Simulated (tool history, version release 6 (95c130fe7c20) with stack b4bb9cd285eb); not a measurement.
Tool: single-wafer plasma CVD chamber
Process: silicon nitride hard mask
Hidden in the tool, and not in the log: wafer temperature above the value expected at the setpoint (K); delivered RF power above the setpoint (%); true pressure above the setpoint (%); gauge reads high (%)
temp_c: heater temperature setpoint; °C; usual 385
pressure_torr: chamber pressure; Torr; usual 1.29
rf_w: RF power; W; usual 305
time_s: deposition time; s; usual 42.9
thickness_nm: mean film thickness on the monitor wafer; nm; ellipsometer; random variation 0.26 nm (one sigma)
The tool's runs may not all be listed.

run  hour  temp_c  pressure_torr  rf_w  time_s  wafers since the last listed run  hours since the last thermocouple change  hours since the last RF generator calibration  hours since the last manometer calibration  hours since the showerhead was replaced  hours since the gauge calibration  read-back reference wafer on the same gauge, thickness_nm  thickness_nm
  1   0.0     385           1.29   305    42.9                                 0                                    1440.7                                         1927.2                                      2750.1                                   6461.0                               39.3                                                     41.898        45.419
  2  13.9     385           1.29   305    42.9                               227                                    1454.6                                         1941.1                                      2764.0                                   6474.9                               53.2                                                     41.905        45.261
  3  25.3     385           1.29   305    42.9                               186                                    1466.0                                         1952.5                                      2775.4                                   6486.3                               64.6                                                     41.888        45.581
  4  32.0     385           1.29   305    42.9                               109                                    1472.7                                         1959.2                                      2782.1                                   6493.0                               71.3                                                     41.981        45.866
  5  49.1     385           1.29   305    42.9                               279                                    1489.8                                         1976.3                                      2799.2                                   6510.1                               88.4                                                     41.892        45.833
  6  56.6     385           1.39   305    42.9                               122                                    1497.3                                         1983.8                                      2806.7                                   6517.6                               95.9                                                     41.889        46.649
  7  64.4     385           1.39   305    42.9                               127                                    1505.1                                         1991.6                                      2814.5                                   6525.4                              103.7                                                     41.949        46.725
     64.7  -- gauge calibrated
     76.1  -- thermocouple changed; heater temperature recalibrated
     76.5  -- capacitance manometer re-zeroed and calibrated
  8  77.0     385           1.29   305    42.9                                67                                       0.9                                         2004.2                                         0.5                                   6538.0                               12.3                                                     41.897        45.802
  9  82.4     391           1.44   350    42.9                                88                                       6.3                                         2009.6                                         5.9                                   6543.4                               17.7                                                     41.886        54.156
     94.0  -- showerhead replaced
 10  94.5     385           1.54   305    38.5                                66                                      18.4                                         2021.7                                        18.0                                      0.5                               29.8                                                     41.939        43.175
 11  98.2     385           1.39   305    42.9                                60                                      22.1                                         2025.4                                        21.7                                      4.2                               33.5                                                     41.935        46.434

Forecast run 12:
     119.5  -- RF generator calibrated
 12  120.0     393           1.08   260    37.2                               225                                      43.9                                            0.5                                        43.5                                     26.0                               55.3                                                          ?             ?

read-back reference wafer on the same gauge, thickness_nm: 41.858
thickness_nm: 31.408 nm
Without the tool's hidden state the same run would have given thickness_nm 31.408 nm.
